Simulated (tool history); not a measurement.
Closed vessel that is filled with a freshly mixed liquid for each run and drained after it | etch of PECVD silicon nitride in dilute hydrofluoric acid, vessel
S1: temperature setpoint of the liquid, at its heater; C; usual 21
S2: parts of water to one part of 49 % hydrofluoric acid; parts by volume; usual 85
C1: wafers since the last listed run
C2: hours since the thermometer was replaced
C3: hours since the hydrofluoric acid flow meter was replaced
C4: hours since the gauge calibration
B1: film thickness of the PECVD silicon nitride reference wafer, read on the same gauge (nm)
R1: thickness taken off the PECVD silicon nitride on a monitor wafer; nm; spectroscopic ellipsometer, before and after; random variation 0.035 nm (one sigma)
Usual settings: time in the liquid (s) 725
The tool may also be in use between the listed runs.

{"run": 1, "hour": 0.0, "S1": 21, "S2": 85, "time in the liquid (s)": 725, "C1": 0, "C2": 804.7, "C3": 755.7, "C4": 18.3, "B1": 70.03, "R1": 11.2}
{"run": 2, "hour": 43.6, "S1": 21, "S2": 85, "time in the liquid (s)": 565, "C1": 3469, "C2": 848.3, "C3": 799.3, "C4": 61.9, "B1": 70.01, "R1": 8.69}
{"run": 3, "hour": 265.3, "S1": 21, "S2": 85, "time in the liquid (s)": 565, "C1": 17639, "C2": 1070, "C3": 1021, "C4": 283.6, "B1": 70.03, "R1": 8.78}
{"run": 4, "hour": 367.4, "S1": 21, "S2": 85, "time in the liquid (s)": 565, "C1": 8123, "C2": 1172.1, "C3": 1123.1, "C4": 385.7, "B1": 70.04, "R1": 8.75}
{"run": 5, "hour": 454.6, "S1": 21, "S2": 85, "time in the liquid (s)": 725, "C1": 6938, "C2": 1259.3, "C3": 1210.3, "C4": 472.9, "B1": 69.98, "R1": 11.18}
{"run": 6, "hour": 497.8, "S1": 23, "S2": 85, "time in the liquid (s)": 725, "C1": 3437, "C2": 1302.5, "C3": 1253.5, "C4": 516.1, "B1": 70.03, "R1": 12.78}
{"run": 7, "hour": 554.5, "S1": 24, "S2": 85, "time in the liquid (s)": 1030, "C1": 4511, "C2": 1359.2, "C3": 1310.2, "C4": 572.8, "B1": 69.98, "R1": 19.56}
{"run": 8, "hour": 597.0, "S1": 21, "S2": 85, "time in the liquid (s)": 570, "C1": 3381, "C2": 1401.7, "C3": 1352.7, "C4": 615.3, "B1": 69.99, "R1": 8.85}
{"run": 9, "hour": 704.8, "S1": 21, "S2": 85, "time in the liquid (s)": 725, "C1": 8577, "C2": 1509.5, "C3": 1460.5, "C4": 723.1, "B1": 70.04, "R1": 11.2}
{"run": 10, "hour": 746.5, "S1": 21, "S2": 85, "time in the liquid (s)": 1000, "C1": 3317, "C2": 1551.2, "C3": 1502.2, "C4": 764.8, "B1": 70, "R1": 15.51}
{"run": 11, "hour": 822.1, "S1": 21, "S2": 85, "time in the liquid (s)": 1000, "C1": 6015, "C2": 1626.8, "C3": 1577.8, "C4": 840.4, "B1": 70.04, "R1": 15.5}
{"run": 12, "hour": 898.0, "S1": 21, "S2": 85, "time in the liquid (s)": 1000, "C1": 6039, "C2": 1702.7, "C3": 1653.7, "C4": 916.3, "B1": 69.98, "R1": 15.47}
{"run": 13, "hour": 1037.3, "S1": 21, "S2": 85, "time in the liquid (s)": 725, "C1": 11083, "C2": 1842, "C3": 1793, "C4": 1055.6, "B1": 69.99, "R1": 11.24}
{"run": 14, "hour": 1111.3, "S1": 21, "S2": 85, "time in the liquid (s)": 725, "C1": 5887, "C2": 1916, "C3": 1867, "C4": 1129.6, "B1": 70.02, "R1": 11.3}
{"run": 15, "hour": 1150.6, "S1": 24, "S2": 105, "time in the liquid (s)": 1110, "C1": 3126, "C2": 1955.3, "C3": 1906.3, "C4": 1168.9, "B1": 69.97, "R1": 17.22}
{"run": 16, "hour": 1188.6, "S1": 21, "S2": 110, "time in the liquid (s)": 425, "C1": 3023, "C2": 1993.3, "C3": 1944.3, "C4": 1206.9, "B1": 69.99, "R1": 5.17}
{"run": 17, "hour": 1248.5, "S1": 17, "S2": 100, "time in the liquid (s)": 725, "C1": 4766, "C2": 2053.2, "C3": 2004.2, "C4": 1266.8, "B1": 70.01, "R1": 7.37}
{"hour": 1253.5, "done": "hydrofluoric acid flow meter replaced"}
{"run": 18, "hour": 1300.8, "S1": 21, "S2": 85, "time in the liquid (s)": 1000, "C1": 4081, "C2": 2105.5, "C3": 47.3, "C4": 1319.1, "B1": 70.02, "R1": 15.6}
{"run": 19, "hour": 1357.1, "S1": 17, "S2": 100, "time in the liquid (s)": 1045, "C1": 4479, "C2": 2161.8, "C3": 103.6, "C4": 1375.4, "B1": 70.03, "R1": 10.64}
{"run": 20, "hour": 1449.3, "S1": 21, "S2": 85, "time in the liquid (s)": 725, "C1": 7336, "C2": 2254, "C3": 195.8, "C4": 1467.6, "B1": 69.96, "R1": 11.36}
{"run": 21, "hour": 1615.7, "S1": 18.5, "S2": 85, "time in the liquid (s)": 725, "C1": 13239, "C2": 2420.4, "C3": 362.2, "C4": 1634, "B1": 69.97, "R1": 9.63}
{"hour": 1648.6, "done": "thermometer replaced"}
{"run": 22, "hour": 1668.2, "S1": 21, "S2": 85, "time in the liquid (s)": 300, "C1": 4097, "C2": 19.6, "C3": 414.7, "C4": 1686.5, "B1": 70.01, "R1": 4.8}
{"run": 23, "hour": 1711.1, "S1": 21, "S2": 115, "time in the liquid (s)": 870, "C1": 3413, "C2": 62.5, "C3": 457.6, "C4": 1729.4, "B1": 70.04, "R1": 10.42}
{"run": 24, "hour": 1781.3, "S1": 22.5, "S2": 85, "time in the liquid (s)": 1010, "C1": 5585, "C2": 132.7, "C3": 527.8, "C4": 1799.6, "B1": 70.03, "R1": 18.05}
{"run": 25, "hour": 1887.8, "S1": 18, "S2": 85, "time in the liquid (s)": 725, "C1": 8473, "C2": 239.2, "C3": 634.3, "C4": 1906.1, "B1": 69.99, "R1": 9.53}
{"run": 26, "hour": 1954.1, "S1": 22.5, "S2": 55, "time in the liquid (s)": 1130, "C1": 5275, "C2": 305.5, "C3": 700.6, "C4": 1972.4, "B1": 69.98, "R1": 30.91}
{"hour": 1994.3, "done": "gauge calibrated"}
{"run": 27, "hour": 2041.0, "S1": 21, "S2": 85, "time in the liquid (s)": 1000, "C1": 6914, "C2": 392.4, "C3": 787.5, "C4": 46.7, "B1": 70, "R1": 16.05}
{"hour": 2194.6, "done": "thermometer replaced, repeated, since the last time left the tool worse"}
{"run": 28, "hour": 2357.9, "S1": 21, "S2": 60, "time in the liquid (s)": 725, "C1": 25134, "C2": 163.3, "C3": 1104.4, "C4": 363.6, "B1": 69.97, "R1": 15.56}
{"run": 29, "hour": 2432.1, "S1": 18.5, "S2": 85, "time in the liquid (s)": 1065, "C1": 5903, "C2": 237.5, "C3": 1178.6, "C4": 437.8, "B1": 69.97, "R1": 13.73}
{"run": 30, "hour": 2475.8, "S1": 17, "S2": 45, "time in the liquid (s)": 1060, "C1": 3477, "C2": 281.2, "C3": 1222.3, "C4": 481.5, "B1": 70.01, "R1": 22.64}
{"run": 31, "hour": 2582.2, "S1": 18.5, "S2": 105, "time in the liquid (s)": 990, "C1": 8465, "C2": 387.6, "C3": 1328.7, "C4": 587.9, "B1": 70.03, "R1": 10.36}

What the log doesn't show, run by run:
hydrofluoric acid flow above the setpoint (%): 0 in every run
gauge reads high (%): 0 in every run
H1: liquid hotter than its thermometer reads (K)
run=1 H1=0.183
run=2 H1=0.191
run=3 H1=0.231
run=4 H1=0.249
run=5 H1=0.265
run=6 H1=0.273
run=7 H1=0.283
run=8 H1=0.29
run=9 H1=0.31
run=10 H1=0.317
run=11 H1=0.331
run=12 H1=0.344
run=13 H1=0.369
run=14 H1=0.382
run=15 H1=0.389
run=16 H1=0.396
run=17 H1=0.407
run=18 H1=0.416
run=19 H1=0.426
run=20 H1=0.443
run=21 H1=0.473
run=22 H1=0.827
run=23 H1=0.835
run=24 H1=0.848
run=25 H1=0.867
run=26 H1=0.879
run=27 H1=0.894
run=28 H1=0.0403
run=29 H1=0.0536
run=30 H1=0.0614
run=31 H1=0.0805
